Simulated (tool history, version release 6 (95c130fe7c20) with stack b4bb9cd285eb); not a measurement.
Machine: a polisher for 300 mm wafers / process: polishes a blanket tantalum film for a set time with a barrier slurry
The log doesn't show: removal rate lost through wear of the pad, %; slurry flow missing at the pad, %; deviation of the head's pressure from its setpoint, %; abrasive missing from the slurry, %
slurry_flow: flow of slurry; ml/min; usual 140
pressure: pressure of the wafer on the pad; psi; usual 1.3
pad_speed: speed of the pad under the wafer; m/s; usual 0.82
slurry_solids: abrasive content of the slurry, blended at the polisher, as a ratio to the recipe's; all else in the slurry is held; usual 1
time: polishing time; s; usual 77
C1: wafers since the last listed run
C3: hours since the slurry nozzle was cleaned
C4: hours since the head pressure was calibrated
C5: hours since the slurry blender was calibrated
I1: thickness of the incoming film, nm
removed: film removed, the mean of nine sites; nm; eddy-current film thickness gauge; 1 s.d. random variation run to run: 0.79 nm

run 1 hour=0 | slurry_flow=140 pressure=1.3 pad_speed=0.82 slurry_solids=1 time=77 | C1=0 wafers_polished_on_this_pad=607 C3=341.9 C4=786.2 C5=154.2 | I1=403 | removed=62.2
run 2 hour=9.1 | slurry_flow=140 pressure=1.3 pad_speed=0.82 slurry_solids=1 time=77 | C1=115 wafers_polished_on_this_pad=723 C3=351 C4=795.3 C5=163.3 | I1=401.7 | removed=61.5
-- hour=16.6 slurry blender recalibrated
run 3 hour=20.6 | slurry_flow=140 pressure=1.3 pad_speed=0.82 slurry_solids=1.15 time=88 | C1=120 wafers_polished_on_this_pad=843 C3=362.5 C4=806.8 C5=4 | I1=398.3 | removed=72.3
run 4 hour=33.4 | slurry_flow=140 pressure=1.3 pad_speed=0.82 slurry_solids=1.15 time=88 | C1=162 wafers_polished_on_this_pad=1006 C3=375.3 C4=819.6 C5=16.8 | I1=397.4 | removed=73.9
-- hour=38.4 worn pad replaced by a new one
run 5 hour=68.2 | slurry_flow=140 pressure=1.3 pad_speed=0.82 slurry_solids=1.15 time=88 | C1=391 wafers_polished_on_this_pad=378 C3=410.1 C4=854.4 C5=51.6 | I1=404.4 | removed=74.9
run 6 hour=115.5 | slurry_flow=140 pressure=1.3 pad_speed=0.82 slurry_solids=1 time=77 | C1=601 wafers_polished_on_this_pad=980 C3=457.4 C4=901.7 C5=98.9 | I1=408 | removed=61.2
run 7 hour=126.4 | slurry_flow=140 pressure=1.3 pad_speed=0.82 slurry_solids=1 time=77 | C1=138 wafers_polished_on_this_pad=1118 C3=468.3 C4=912.6 C5=109.8 | I1=401.8 | removed=60.6
-- hour=133 worn pad replaced by a new one
run 8 hour=141.9 | slurry_flow=140 pressure=1.3 pad_speed=0.82 slurry_solids=1 time=70 | C1=146 wafers_polished_on_this_pad=112 C3=483.8 C4=928.1 C5=125.3 | I1=399.9 | removed=58.3
run 9 hour=153.5 | slurry_flow=140 pressure=1.7 pad_speed=0.82 slurry_solids=1 time=77 | C1=147 wafers_polished_on_this_pad=260 C3=495.4 C4=939.7 C5=136.9 | I1=401.9 | removed=78.9
run 10 hour=169.7 | slurry_flow=140 pressure=1.7 pad_speed=0.82 slurry_solids=1 time=77 | C1=205 wafers_polished_on_this_pad=466 C3=511.6 C4=955.9 C5=153.1 | I1=394 | removed=78.8
run 11 hour=180.1 | slurry_flow=140 pressure=1.3 pad_speed=0.82 slurry_solids=1 time=77 | C1=132 wafers_polished_on_this_pad=598 C3=522 C4=966.3 C5=163.5 | I1=394.3 | removed=61
-- hour=199.7 slurry blender recalibrated
run 12 hour=217.7 | slurry_flow=165 pressure=1 pad_speed=0.82 slurry_solids=1 time=77 | C1=452 wafers_polished_on_this_pad=1051 C3=559.6 C4=1003.9 C5=18 | I1=405.9 | removed=49.2
-- hour=222.1 worn pad replaced by a new one
run 13 hour=235.5 | slurry_flow=140 pressure=1.5 pad_speed=0.82 slurry_solids=1 time=77 | C1=175 wafers_polished_on_this_pad=170 C3=577.4 C4=1021.7 C5=35.8 | I1=408 | removed=71.8
run 14 hour=241.8 | slurry_flow=140 pressure=1 pad_speed=0.9 slurry_solids=0.8 time=57 | C1=80 wafers_polished_on_this_pad=250 C3=583.7 C4=1028 C5=42.1 | I1=401.2 | removed=36.8
run 15 hour=257.6 | slurry_flow=140 pressure=1.3 pad_speed=0.82 slurry_solids=1.25 time=77 | C1=200 wafers_polished_on_this_pad=451 C3=599.5 C4=1043.8 C5=57.9 | I1=390.9 | removed=65.3
-- hour=260.1 head pressure recalibrated
-- hour=261.4 slurry nozzle cleaned
run 16 hour=272.1 | slurry_flow=95 pressure=1.3 pad_speed=0.7 slurry_solids=1 time=77 | C1=146 wafers_polished_on_this_pad=598 C3=10.7 C4=12 C5=72.4 | I1=401.4 | removed=50.4
run 17 hour=281 | slurry_flow=140 pressure=1.3 pad_speed=1 slurry_solids=0.7 time=77 | C1=113 wafers_polished_on_this_pad=711 C3=19.6 C4=20.9 C5=81.3 | I1=397.9 | removed=63.3
run 18 hour=295.1 | slurry_flow=140 pressure=1.3 pad_speed=0.54 slurry_solids=1 time=97 | C1=179 wafers_polished_on_this_pad=890 C3=33.7 C4=35 C5=95.4 | I1=398.1 | removed=51.9
run 19 hour=306.6 | slurry_flow=170 pressure=1.3 pad_speed=0.58 slurry_solids=1.25 time=77 | C1=146 wafers_polished_on_this_pad=1036 C3=45.2 C4=46.5 C5=106.9 | I1=403.3 | removed=48.4
run 20 hour=315.8 | slurry_flow=140 pressure=1.3 pad_speed=0.82 slurry_solids=0.85 time=77 | C1=116 wafers_polished_on_this_pad=1153 C3=54.4 C4=55.7 C5=116.1 | I1=393.1 | removed=58.5
-- hour=327.6 worn pad replaced by a new one
run 21 hour=330.6 | slurry_flow=155 pressure=1.3 pad_speed=0.58 slurry_solids=1.1 time=50 | C1=137 wafers_polished_on_this_pad=37 C3=69.2 C4=70.5 C5=130.9 | I1=398.9 | removed=31.5
run 22 hour=347.2 | slurry_flow=140 pressure=1.3 pad_speed=0.82 slurry_solids=1 time=66 | C1=211 wafers_polished_on_this_pad=248 C3=85.8 C4=87.1 C5=147.5 | I1=404.6 | removed=55.2
-- hour=358.3 slurry blender recalibrated
run 23 hour=362.5 | slurry_flow=140 pressure=1.3 pad_speed=0.62 slurry_solids=1 time=77 | C1=169 wafers_polished_on_this_pad=417 C3=101.1 C4=102.4 C5=4.2 | I1=402.1 | removed=47.7
run 24 hour=373.8 | slurry_flow=95 pressure=1.3 pad_speed=0.7 slurry_solids=1 time=77 | C1=143 wafers_polished_on_this_pad=561 C3=112.4 C4=113.7 C5=15.5 | I1=403.4 | removed=51.4
run 25 hour=388.8 | slurry_flow=95 pressure=1.3 pad_speed=0.92 slurry_solids=1 time=64 | C1=190 wafers_polished_on_this_pad=752 C3=127.4 C4=128.7 C5=30.5 | I1=399.3 | removed=55.3
run 26 hour=402.5 | slurry_flow=140 pressure=1.4 pad_speed=0.82 slurry_solids=1 time=102 | C1=174 wafers_polished_on_this_pad=926 C3=141.1 C4=142.4 C5=44.2 | I1=403 | removed=85.7
run 27 hour=411.7 | slurry_flow=140 pressure=1.3 pad_speed=0.82 slurry_solids=1 time=77 | C1=116 wafers_polished_on_this_pad=1043 C3=150.3 C4=151.6 C5=53.4 | I1=404 | removed=61.4
run 28 hour=419.2 | slurry_flow=140 pressure=1.6 pad_speed=0.82 slurry_solids=0.75 time=77 | C1=95 wafers_polished_on_this_pad=1138 C3=157.8 C4=159.1 C5=60.9 | I1=401.3 | removed=63.1
-- hour=427.4 worn pad replaced by a new one
run 29 hour=427.9 | slurry_flow=140 pressure=1.3 pad_speed=0.82 slurry_solids=1 time=77 | C1=59 wafers_polished_on_this_pad=6 C3=166.5 C4=167.8 C5=69.6 | I1=398.3 | removed=66
run 30 hour=442.1 | slurry_flow=140 pressure=1.3 pad_speed=0.82 slurry_solids=1 time=77 | C1=180 wafers_polished_on_this_pad=186 C3=180.7 C4=182 C5=83.8 | I1=397.9 | removed=65.4

State the hidden condition of the tool at each of the runs:
deviation of the head's pressure from its setpoint, %: 0 across all the runs
abrasive missing from the slurry, %: 0 across all the runs
H1: removal rate lost through wear of the pad, %
H2: slurry flow missing at the pad, %
run=1 H1=6.93 H2=11.7
run=2 H1=7.42 H2=12.2
run=3 H1=7.86 H2=12.8
run=4 H1=8.21 H2=13.6
run=5 H1=5.19 H2=15.7
run=6 H1=7.8 H2=19
run=7 H1=8.04 H2=19.8
run=8 H1=2.14 H2=21
run=9 H1=4.02 H2=21.9
run=10 H1=5.76 H2=23.2
run=11 H1=6.51 H2=24
run=12 H1=7.91 H2=27.3
run=13 H1=3.12 H2=28.9
run=14 H1=4.08 H2=29.5
run=15 H1=5.82 H2=31
run=16 H1=6.85 H2=2.09
run=17 H1=7.29 H2=2.11
run=18 H1=7.79 H2=2.17
run=19 H1=8.07 H2=2.24
run=20 H1=8.23 H2=2.32
run=21 H1=1.43 H2=2.46
run=22 H1=4.42 H2=2.67
run=23 H1=6.13 H2=2.89
run=24 H1=6.98 H2=3.09
run=25 H1=7.74 H2=3.37
run=26 H1=8.2 H2=3.67
run=27 H1=8.42 H2=3.88
run=28 H1=8.56 H2=4.06
run=29 H1=2.22 H2=4.29
run=30 H1=5.06 H2=4.68

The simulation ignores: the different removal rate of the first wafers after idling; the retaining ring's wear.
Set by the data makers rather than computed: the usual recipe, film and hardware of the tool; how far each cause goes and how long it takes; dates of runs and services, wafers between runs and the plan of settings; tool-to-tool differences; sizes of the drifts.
